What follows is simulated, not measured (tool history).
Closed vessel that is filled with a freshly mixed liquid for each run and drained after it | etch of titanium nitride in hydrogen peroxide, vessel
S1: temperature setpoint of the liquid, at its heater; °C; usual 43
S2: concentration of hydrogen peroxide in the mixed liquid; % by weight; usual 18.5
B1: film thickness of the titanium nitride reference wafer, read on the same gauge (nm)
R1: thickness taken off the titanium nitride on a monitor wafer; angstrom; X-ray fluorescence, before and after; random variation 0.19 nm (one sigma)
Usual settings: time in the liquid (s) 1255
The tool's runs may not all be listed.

{"run": 1, "day": 0.0, "S1": 43, "S2": 17, "time in the liquid (s)": 770, "B1": 100.03, "R1": 113.6}
{"run": 2, "day": 1.904, "S1": 43, "S2": 20, "time in the liquid (s)": 1620, "B1": 100, "R1": 245.9}
{"run": 3, "day": 3.558, "S1": 43, "S2": 20, "time in the liquid (s)": 1620, "B1": 100, "R1": 245.6}
{"run": 4, "day": 5.833, "S1": 43, "S2": 20, "time in the liquid (s)": 1620, "B1": 100.01, "R1": 245.3}
{"run": 5, "day": 8.329, "S1": 43, "S2": 18.5, "time in the liquid (s)": 1255, "B1": 100.01, "R1": 185.2}
{"run": 6, "day": 11.908, "S1": 43, "S2": 18.5, "time in the liquid (s)": 1255, "B1": 100.01, "R1": 184.5}
{"run": 7, "day": 14.258, "S1": 43, "S2": 18.5, "time in the liquid (s)": 1255, "B1": 100, "R1": 180.2}
{"run": 8, "day": 17.833, "S1": 40, "S2": 18.5, "time in the liquid (s)": 1255, "B1": 99.98, "R1": 145.8}
{"day": 18.942, "done": "new drum of peroxide connected"}
{"day": 21.129, "done": "peroxide flow meter replaced"}
{"run": 9, "day": 21.579, "S1": 43, "S2": 18.5, "time in the liquid (s)": 810, "B1": 99.97, "R1": 117.4}
{"run": 10, "day": 24.367, "S1": 43, "S2": 18.5, "time in the liquid (s)": 810, "B1": 100.03, "R1": 114.6}
{"run": 11, "day": 28.171, "S1": 43, "S2": 22.5, "time in the liquid (s)": 1770, "B1": 100.02, "R1": 259}
{"day": 28.404, "done": "thermometer replaced"}
{"run": 12, "day": 30.079, "S1": 43, "S2": 18.5, "time in the liquid (s)": 1255, "B1": 100, "R1": 168.6}
{"run": 13, "day": 32.483, "S1": 43, "S2": 15, "time in the liquid (s)": 1255, "B1": 100, "R1": 157.7}
{"day": 35.592, "done": "gauge calibrated"}
{"run": 14, "day": 36.296, "S1": 47, "S2": 22.5, "time in the liquid (s)": 1255, "B1": 100.02, "R1": 230.6}
{"run": 15, "day": 40.742, "S1": 43, "S2": 21, "time in the liquid (s)": 1645, "B1": 100.02, "R1": 220.6}
{"run": 16, "day": 42.579, "S1": 46.5, "S2": 14, "time in the liquid (s)": 1255, "B1": 99.98, "R1": 198.4}
{"day": 43.017, "done": "thermometer replaced, repeated, since the last time left the tool worse"}
{"run": 17, "day": 45.171, "S1": 33.5, "S2": 16, "time in the liquid (s)": 1255, "B1": 100.04, "R1": 92.3}
{"run": 18, "day": 48.167, "S1": 48.5, "S2": 18.5, "time in the liquid (s)": 1255, "B1": 99.99, "R1": 297.5}
{"run": 19, "day": 52.667, "S1": 43, "S2": 18.5, "time in the liquid (s)": 1255, "B1": 100.01, "R1": 194.6}
{"day": 54.625, "done": "peroxide flow meter replaced"}
{"day": 63.446, "done": "new drum of peroxide connected"}
{"run": 20, "day": 66.121, "S1": 35, "S2": 14, "time in the liquid (s)": 980, "B1": 99.99, "R1": 74.5}
{"run": 21, "day": 68.45, "S1": 43, "S2": 18.5, "time in the liquid (s)": 1255, "B1": 99.96, "R1": 190}
{"run": 22, "day": 72.371, "S1": 35.5, "S2": 23.5, "time in the liquid (s)": 925, "B1": 100.03, "R1": 82.3}
{"run": 23, "day": 77.396, "S1": 43, "S2": 18.5, "time in the liquid (s)": 1255, "B1": 99.98, "R1": 187.8}
{"run": 24, "day": 81.108, "S1": 43, "S2": 14.5, "time in the liquid (s)": 1255, "B1": 100.04, "R1": 175.8}
{"run": 25, "day": 83.6, "S1": 43, "S2": 21, "time in the liquid (s)": 1255, "B1": 99.98, "R1": 189}
{"day": 86.362, "done": "peroxide flow meter replaced"}
{"run": 26, "day": 87.358, "S1": 43, "S2": 18.5, "time in the liquid (s)": 1255, "B1": 100.01, "R1": 183.2}
{"run": 27, "day": 90.679, "S1": 43, "S2": 18.5, "time in the liquid (s)": 1255, "B1": 100.03, "R1": 182.1}
{"run": 28, "day": 93.071, "S1": 43, "S2": 24, "time in the liquid (s)": 1255, "B1": 99.99, "R1": 194.9}

The tool's hidden state at each run:
peroxide flow above the setpoint (%): 0 in every run
peroxide weaker than its label (%): 0 in every run
gauge reads high (%): 0 in every run
H1: liquid colder than its thermometer reads (K)
run=1 H1=0.856
run=2 H1=0.897
run=3 H1=0.933
run=4 H1=0.982
run=5 H1=1.04
run=6 H1=1.11
run=7 H1=1.16
run=8 H1=1.24
run=9 H1=1.32
run=10 H1=1.38
run=11 H1=1.46
run=12 H1=2.46
run=13 H1=2.51
run=14 H1=2.6
run=15 H1=2.69
run=16 H1=2.73
run=17 H1=0.0602
run=18 H1=0.125
run=19 H1=0.222
run=20 H1=0.512
run=21 H1=0.562
run=22 H1=0.647
run=23 H1=0.755
run=24 H1=0.835
run=25 H1=0.889
run=26 H1=0.97
run=27 H1=1.04
run=28 H1=1.09
